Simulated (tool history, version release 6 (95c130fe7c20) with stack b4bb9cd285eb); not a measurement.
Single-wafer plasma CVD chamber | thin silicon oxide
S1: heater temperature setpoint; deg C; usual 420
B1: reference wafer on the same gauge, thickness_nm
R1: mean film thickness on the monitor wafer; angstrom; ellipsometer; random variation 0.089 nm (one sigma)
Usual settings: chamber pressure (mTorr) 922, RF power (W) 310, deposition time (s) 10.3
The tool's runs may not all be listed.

run 1 hour=0 | S1=420 chamber_pressure_(mTorr)=922 RF_power_(W)=310 deposition_time_(s)=10.3 | B1=18.413 | R1=223.93
run 2 hour=38.2 | S1=420 chamber_pressure_(mTorr)=922 RF_power_(W)=290 deposition_time_(s)=10.3 | B1=18.39 | R1=218.29
run 3 hour=96.6 | S1=420 chamber_pressure_(mTorr)=922 RF_power_(W)=290 deposition_time_(s)=10.3 | B1=18.413 | R1=218.84
-- hour=123.1 RF generator calibrated
run 4 hour=137.6 | S1=420 chamber_pressure_(mTorr)=922 RF_power_(W)=290 deposition_time_(s)=10.3 | B1=18.395 | R1=218.91
run 5 hour=206.7 | S1=420 chamber_pressure_(mTorr)=922 RF_power_(W)=310 deposition_time_(s)=8.9 | B1=18.421 | R1=194.03
run 6 hour=275.3 | S1=427 chamber_pressure_(mTorr)=922 RF_power_(W)=355 deposition_time_(s)=10.3 | B1=18.414 | R1=231.77
run 7 hour=299.5 | S1=427 chamber_pressure_(mTorr)=922 RF_power_(W)=355 deposition_time_(s)=10.3 | B1=18.363 | R1=231.08
run 8 hour=349.6 | S1=427 chamber_pressure_(mTorr)=922 RF_power_(W)=355 deposition_time_(s)=10.3 | B1=18.402 | R1=232.74
run 9 hour=403.7 | S1=420 chamber_pressure_(mTorr)=1103 RF_power_(W)=310 deposition_time_(s)=10.3 | B1=18.42 | R1=258.03
run 10 hour=462 | S1=420 chamber_pressure_(mTorr)=922 RF_power_(W)=310 deposition_time_(s)=10.3 | B1=18.392 | R1=223.09
run 11 hour=540.9 | S1=433 chamber_pressure_(mTorr)=775 RF_power_(W)=310 deposition_time_(s)=9.6 | B1=18.387 | R1=172.05
run 12 hour=575.3 | S1=420 chamber_pressure_(mTorr)=922 RF_power_(W)=310 deposition_time_(s)=11.6 | B1=18.411 | R1=250.59
run 13 hour=630.1 | S1=420 chamber_pressure_(mTorr)=922 RF_power_(W)=275 deposition_time_(s)=11.2 | B1=18.38 | R1=233.25
run 14 hour=663.9 | S1=408 chamber_pressure_(mTorr)=1077 RF_power_(W)=310 deposition_time_(s)=10.3 | B1=18.424 | R1=255.73
run 15 hour=699 | S1=406 chamber_pressure_(mTorr)=1120 RF_power_(W)=295 deposition_time_(s)=8.3 | B1=18.418 | R1=207.45
-- hour=727.6 thermocouple changed; heater temperature recalibrated
run 16 hour=730.3 | S1=420 chamber_pressure_(mTorr)=817 RF_power_(W)=310 deposition_time_(s)=10.3 | B1=18.386 | R1=197.64
-- hour=756.1 showerhead replaced
run 17 hour=772.4 | S1=416 chamber_pressure_(mTorr)=830 RF_power_(W)=280 deposition_time_(s)=10.3 | B1=18.396 | R1=195.75
-- hour=828 capacitance manometer re-zeroed and calibrated
run 18 hour=841 | S1=420 chamber_pressure_(mTorr)=922 RF_power_(W)=310 deposition_time_(s)=11.4 | B1=18.398 | R1=247.62
run 19 hour=885 | S1=420 chamber_pressure_(mTorr)=752 RF_power_(W)=270 deposition_time_(s)=12.1 | B1=18.432 | R1=202.04
-- hour=909.5 gauge calibrated
run 20 hour=912.1 | S1=420 chamber_pressure_(mTorr)=1072 RF_power_(W)=335 deposition_time_(s)=10.3 | B1=18.391 | R1=257.42
run 21 hour=969.9 | S1=420 chamber_pressure_(mTorr)=922 RF_power_(W)=310 deposition_time_(s)=10.3 | B1=18.403 | R1=221.18
run 22 hour=1029.8 | S1=420 chamber_pressure_(mTorr)=922 RF_power_(W)=260 deposition_time_(s)=10.3 | B1=18.402 | R1=209.25
run 23 hour=1072.2 | S1=420 chamber_pressure_(mTorr)=922 RF_power_(W)=265 deposition_time_(s)=10.3 | B1=18.395 | R1=212.19
run 24 hour=1116.3 | S1=410 chamber_pressure_(mTorr)=712 RF_power_(W)=310 deposition_time_(s)=9.6 | B1=18.401 | R1=157.65
run 25 hour=1143.8 | S1=420 chamber_pressure_(mTorr)=922 RF_power_(W)=310 deposition_time_(s)=10.3 | B1=18.389 | R1=224.33
run 26 hour=1183.8 | S1=420 chamber_pressure_(mTorr)=922 RF_power_(W)=310 deposition_time_(s)=11.9 | B1=18.419 | R1=258.54
run 27 hour=1252 | S1=420 chamber_pressure_(mTorr)=1100 RF_power_(W)=260 deposition_time_(s)=10.3 | B1=18.372 | R1=243.39
run 28 hour=1298.8 | S1=424 chamber_pressure_(mTorr)=1069 RF_power_(W)=310 deposition_time_(s)=10.3 | B1=18.388 | R1=251.82
run 29 hour=1322.8 | S1=420 chamber_pressure_(mTorr)=756 RF_power_(W)=310 deposition_time_(s)=8.9 | B1=18.418 | R1=155.76
run 30 hour=1363.3 | S1=420 chamber_pressure_(mTorr)=922 RF_power_(W)=310 deposition_time_(s)=10.3 | B1=18.383 | R1=221.9

What the log doesn't show, run by run:
wafer temperature above the value expected at the setpoint (K): 0 in every run
delivered RF power above the setpoint (%): 0 in every run
true pressure above the setpoint (%): 0 in every run
gauge reads high (%): 0 in every run
